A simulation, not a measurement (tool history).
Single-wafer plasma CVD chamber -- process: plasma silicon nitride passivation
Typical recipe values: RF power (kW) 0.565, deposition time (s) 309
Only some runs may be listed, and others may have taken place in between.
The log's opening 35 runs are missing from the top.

run     day  RF power (kW)  deposition time (s)  read-back reference wafer on the same gauge, thickness_nm  mean film thickness on the monitor wafer (nm)
 36  79.458          0.565                  309                                                    465.939                                        469.405
 37  81.883           0.52                  357                                                    466.082                                        527.154
 38  84.638           0.61                  263                                                    465.834                                        409.803
     85.388  -- gauge calibrated
 39  86.375          0.565                  309                                                     466.03                                        471.401
 40  89.154          0.605                  368                                                    466.349                                         574.64
 41  90.308          0.565                  309                                                    465.973                                        469.877
 42  93.042          0.485                  274                                                    465.791                                        391.507
 43  95.446           0.46                  357                                                    465.848                                        498.727

Alternative continuations, all from the tool just after run 43; predict every row:
  A  95.467          0.565                  309                                                          ?                                              ?
  B  95.467          0.505                  309                                                          ?                                              ?
  C  95.467           0.64                  309                                                          ?                                              ?
  D  95.467           0.68                  253                                                          ?                                              ?

run  read-back reference wafer on the same gauge, thickness_nm  mean film thickness on the monitor wafer (nm)
  A                                                    466.095                                        469.178
  B                                                    466.095                                        449.016
  C                                                    466.095                                        491.836
  D                                                    466.095                                         411.83
With the hidden condition removed and each run's random variation left untouched, the same runs would have given:
run  mean film thickness on the monitor wafer (nm)
  A                                        469.178
  B                                        449.016
  C                                        491.836
  D                                         411.83
